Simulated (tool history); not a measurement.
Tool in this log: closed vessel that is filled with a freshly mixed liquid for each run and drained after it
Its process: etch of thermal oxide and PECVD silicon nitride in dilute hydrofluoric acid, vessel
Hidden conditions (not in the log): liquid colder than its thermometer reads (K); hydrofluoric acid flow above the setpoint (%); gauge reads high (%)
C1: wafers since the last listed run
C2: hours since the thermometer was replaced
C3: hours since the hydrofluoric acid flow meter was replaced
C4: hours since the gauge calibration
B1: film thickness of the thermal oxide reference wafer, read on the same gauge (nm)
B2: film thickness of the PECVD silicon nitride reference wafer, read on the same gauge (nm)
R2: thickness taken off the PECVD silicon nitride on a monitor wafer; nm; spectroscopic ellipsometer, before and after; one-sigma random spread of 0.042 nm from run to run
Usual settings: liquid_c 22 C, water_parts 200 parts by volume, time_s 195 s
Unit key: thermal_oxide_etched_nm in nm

Run 1, hour 0: usual settings but liquid_c 25 C; C1 0; C2 1864.4; C3 1925.1; C4 8.5; B1 59.98; B2 129.998. Result: thermal_oxide_etched_nm 4.387 nm, R2 5.303 nm.
Run 2, hour 13.7: usual settings but liquid_c 25 C; C1 1060; C2 1878.1; C3 1938.8; C4 22.2; B1 60.043; B2 129.994. Result: thermal_oxide_etched_nm 4.341 nm, R2 5.284 nm.
Run 3, hour 25.4: usual settings but time_s 120 s; C1 906; C2 1889.8; C3 1950.5; C4 33.9; B1 59.99; B2 129.994. Result: thermal_oxide_etched_nm 2.435 nm, R2 2.709 nm.
At hour 32.7: hydrofluoric acid flow meter replaced.
At hour 35.1: thermometer replaced.
Run 4, hour 38.4: usual settings but liquid_c 23.5 C; C1 851; C2 3.3; C3 5.7; C4 46.9; B1 59.978; B2 130.016. Result: thermal_oxide_etched_nm 4.075 nm, R2 4.854 nm.
Run 5, hour 50.6: usual settings; C1 944; C2 15.5; C3 17.9; C4 59.1; B1 60.016; B2 130.013. Result: thermal_oxide_etched_nm 3.853 nm, R2 4.426 nm.
Run 6, hour 61.5: usual settings; C1 844; C2 26.4; C3 28.8; C4 70; B1 60.009; B2 129.971. Result: thermal_oxide_etched_nm 3.891 nm, R2 4.384 nm.
Run 7, hour 75.6: usual settings; C1 1091; C2 40.5; C3 42.9; C4 84.1; B1 59.97; B2 130. Result: thermal_oxide_etched_nm 3.912 nm, R2 4.42 nm.
Run 8, hour 85.4: usual settings; C1 758; C2 50.3; C3 52.7; C4 93.9; B1 60.009; B2 129.987. Result: thermal_oxide_etched_nm 3.992 nm, R2 4.474 nm.
Run 9, hour 96.1: usual settings; C1 828; C2 61; C3 63.4; C4 104.6; B1 59.999; B2 130.005. Result: thermal_oxide_etched_nm 3.934 nm, R2 4.313 nm.
Run 10, hour 105.7: usual settings but water_parts 105 parts by volume; C1 743; C2 70.6; C3 73; C4 114.2; B1 59.972; B2 129.969. Result: thermal_oxide_etched_nm 8.215 nm, R2 8.244 nm.
Run 11, hour 113.5: usual settings but liquid_c 25.5 C, water_parts 270 parts by volume, time_s 160 s; C1 604; C2 78.4; C3 80.8; C4 122; B1 60.001; B2 130.031. Result: thermal_oxide_etched_nm 2.556 nm, R2 3.36 nm.
Run 12, hour 127.1: usual settings but liquid_c 18.5 C, time_s 245 s; C1 1053; C2 92; C3 94.4; C4 135.6; B1 59.983; B2 129.989. Result: thermal_oxide_etched_nm 4.342 nm, R2 4.399 nm.
Run 13, hour 171.7: usual settings but liquid_c 18.5 C; C1 3453; C2 136.6; C3 139; C4 180.2; B1 60.054; B2 130.015. Result: thermal_oxide_etched_nm 3.476 nm, R2 3.435 nm.
Run 14, hour 182.6: usual settings but water_parts 270 parts by volume; C1 844; C2 147.5; C3 149.9; C4 191.1; B1 59.989; B2 130.007. Result: thermal_oxide_etched_nm 2.714 nm, R2 3.292 nm.
Run 15, hour 198.2: usual settings; C1 1208; C2 163.1; C3 165.5; C4 206.7; B1 60.026; B2 130.021. Result: thermal_oxide_etched_nm 3.939 nm, R2 4.365 nm.
Run 16, hour 214.1: usual settings but liquid_c 24.5 C; C1 1231; C2 179; C3 181.4; C4 222.6; B1 59.982; B2 130.026. Result: thermal_oxide_etched_nm 4.272 nm, R2 5.228 nm.
Run 17, hour 221: usual settings but liquid_c 27 C, time_s 245 s; C1 534; C2 185.9; C3 188.3; C4 229.5; B1 60.072; B2 129.986. Result: thermal_oxide_etched_nm 5.863 nm, R2 7.504 nm.
Run 18, hour 229.8: usual settings but liquid_c 23 C; C1 681; C2 194.7; C3 197.1; C4 238.3; B1 60.042; B2 130.02. Result: thermal_oxide_etched_nm 4.123 nm, R2 4.576 nm.
At hour 230.2: gauge calibrated.
Run 19, hour 239.3: usual settings but liquid_c 19 C, water_parts 275 parts by volume, time_s 160 s; C1 735; C2 204.2; C3 206.6; C4 9.1; B1 59.972; B2 129.993. Result: thermal_oxide_etched_nm 1.946 nm, R2 2.19 nm.
Run 20, hour 251.4: usual settings but liquid_c 19.5 C, water_parts 290 parts by volume, time_s 155 s; C1 937; C2 216.3; C3 218.7; C4 21.2; B1 59.984; B2 130.028. Result: thermal_oxide_etched_nm 1.794 nm, R2 2.052 nm.
Run 21, hour 265.4: usual settings but liquid_c 24 C, water_parts 140 parts by volume; C1 1084; C2 230.3; C3 232.7; C4 35.2; B1 59.966; B2 130.018. Result: thermal_oxide_etched_nm 6.503 nm, R2 6.964 nm.
Run 22, hour 275.8: usual settings; C1 805; C2 240.7; C3 243.1; C4 45.6; B1 59.982; B2 130.019. Result: thermal_oxide_etched_nm 3.951 nm, R2 4.306 nm.
Run 23, hour 290.7: usual settings; C1 1153; C2 255.6; C3 258; C4 60.5; B1 59.99; B2 130.004. Result: thermal_oxide_etched_nm 3.819 nm, R2 4.39 nm.
Run 24, hour 303.5: usual settings but liquid_c 17.5 C, water_parts 235 parts by volume, time_s 235 s; C1 991; C2 268.4; C3 270.8; C4 73.3; B1 60.012; B2 129.995. Result: thermal_oxide_etched_nm 3.292 nm, R2 3.356 nm.
Run 25, hour 316.2: usual settings but liquid_c 27 C; C1 983; C2 281.1; C3 283.5; C4 86; B1 60; B2 130.001. Result: thermal_oxide_etched_nm 4.683 nm, R2 6.041 nm.

5 options for the next run, each taken on its own from the tool as it stands now. Forecast them:
Run A, hour 316.9: usual settings but time_s 290 s; C1 54; C2 281.8; C3 284.2; C4 86.7; B1 ?; B2 ?. Result: thermal_oxide_etched_nm ?, R2 ?.
Run B, hour 316.9: usual settings but liquid_c 18 C, water_parts 145 parts by volume; C1 54; C2 281.8; C3 284.2; C4 86.7; B1 ?; B2 ?. Result: thermal_oxide_etched_nm ?, R2 ?.
Run C, hour 316.9: usual settings but time_s 85 s; C1 54; C2 281.8; C3 284.2; C4 86.7; B1 ?; B2 ?. Result: thermal_oxide_etched_nm ?, R2 ?.
Run D, hour 316.9: usual settings but liquid_c 23.5 C, time_s 85 s; C1 54; C2 281.8; C3 284.2; C4 86.7; B1 ?; B2 ?. Result: thermal_oxide_etched_nm ?, R2 ?.
Run E, hour 316.9: usual settings but liquid_c 18 C, time_s 235 s; C1 54; C2 281.8; C3 284.2; C4 86.7; B1 ?; B2 ?. Result: thermal_oxide_etched_nm ?, R2 ?.

run  B1       B2  thermal_oxide_etched_nm     R2
  A  60  129.974                    5.763  6.576
  B  60  129.974                     4.83  4.638
  C  60  129.974                    1.689  1.927
  D  60  129.974                    1.787  2.122
  E  60  129.974                    4.002  4.099
Take away the tool's hidden state, keep each run's random variation, and the runs would have read:
run  thermal_oxide_etched_nm     R2
  A                    5.763  6.576
  B                     4.83  4.638
  C                    1.689  1.927
  D                    1.787  2.122
  E                    4.002  4.099
